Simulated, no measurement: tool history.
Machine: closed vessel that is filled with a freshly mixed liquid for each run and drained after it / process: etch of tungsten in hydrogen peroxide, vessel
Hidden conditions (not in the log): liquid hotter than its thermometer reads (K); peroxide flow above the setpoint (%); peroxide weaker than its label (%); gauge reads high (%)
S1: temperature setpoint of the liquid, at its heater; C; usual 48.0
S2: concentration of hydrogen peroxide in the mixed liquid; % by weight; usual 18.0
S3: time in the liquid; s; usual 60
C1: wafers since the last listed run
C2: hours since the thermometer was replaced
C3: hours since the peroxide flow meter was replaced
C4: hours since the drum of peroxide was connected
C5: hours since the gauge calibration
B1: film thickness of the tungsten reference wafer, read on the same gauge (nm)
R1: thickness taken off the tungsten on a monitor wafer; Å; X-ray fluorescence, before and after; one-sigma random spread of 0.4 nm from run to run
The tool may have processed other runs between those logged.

| run | hour | S1 | S2 | S3 | C1 | C2 | C3 | C4 | C5 | B1 | R1 |
|---|---|---|---|---|---|---|---|---|---|---|---|
| 1 | 0.0 | 48.0 | 18.0 | 50 | 0 | 15.8 | 52.4 | 1164.6 | 424.1 | 99.98 | 788.2 |
| 2 | 15.5 | 48.0 | 18.0 | 60 | 1188 | 31.3 | 67.9 | 1180.1 | 439.6 | 100.02 | 947.5 |
| 3 | 29.8 | 48.0 | 18.0 | 60 | 1096 | 45.6 | 82.2 | 1194.4 | 453.9 | 99.98 | 947.9 |
| 4 | 47.8 | 48.0 | 21.5 | 35 | 1380 | 63.6 | 100.2 | 1212.4 | 471.9 | 99.97 | 606.8 |
| 5 | 65.5 | 48.0 | 18.0 | 60 | 1357 | 81.3 | 117.9 | 1230.1 | 489.6 | 100.00 | 946.4 |
| 6 | 83.3 | 48.0 | 18.0 | 60 | 1365 | 99.1 | 135.7 | 1247.9 | 507.4 | 99.99 | 950.8 |
| 7 | 101.2 | 48.0 | 16.5 | 35 | 1372 | 117.0 | 153.6 | 1265.8 | 525.3 | 100.01 | 530.2 |
| 8 | 152.8 | 41.5 | 20.5 | 60 | 3957 | 168.6 | 205.2 | 1317.4 | 576.9 | 100.00 | 678.2 |
| 9 | 164.3 | 41.5 | 23.0 | 75 | 882 | 180.1 | 216.7 | 1328.9 | 588.4 | 100.00 | 891.5 |
| 10 | 171.1 | 48.0 | 18.0 | 60 | 521 | 186.9 | 223.5 | 1335.7 | 595.2 | 99.99 | 956.8 |
| 11 | 178.2 | 48.0 | 15.5 | 30 | 544 | 194.0 | 230.6 | 1342.8 | 602.3 | 100.00 | 443.7 |
| 12 | 192.5 | 48.0 | 15.5 | 60 | 1096 | 208.3 | 244.9 | 1357.1 | 616.6 | 100.02 | 888.1 |
| 13 | 206.4 | 48.0 | 23.0 | 60 | 1066 | 222.2 | 258.8 | 1371.0 | 630.5 | 100.03 | 1082.2 |
| 14 | 220.6 | 48.0 | 18.0 | 60 | 1089 | 236.4 | 273.0 | 1385.2 | 644.7 | 100.00 | 962.8 |
|  | 228.7 | gauge calibrated |
| 15 | 228.9 | 55.5 | 20.5 | 30 | 636 | 244.7 | 281.3 | 1393.5 | 0.2 | 100.00 | 808.7 |

The next listed run, before its measurement:
| 16 | 242.7 | 41.5 | 14.0 | 30 | 1058 | 258.5 | 295.1 | 1407.3 | 14.0 | ? | ? |

Run 16 produced B1 100.02, R1 281.2 Å.
On a tool with no hidden condition, and with the same random variation, this run would have come out at R1 274.5 Å.

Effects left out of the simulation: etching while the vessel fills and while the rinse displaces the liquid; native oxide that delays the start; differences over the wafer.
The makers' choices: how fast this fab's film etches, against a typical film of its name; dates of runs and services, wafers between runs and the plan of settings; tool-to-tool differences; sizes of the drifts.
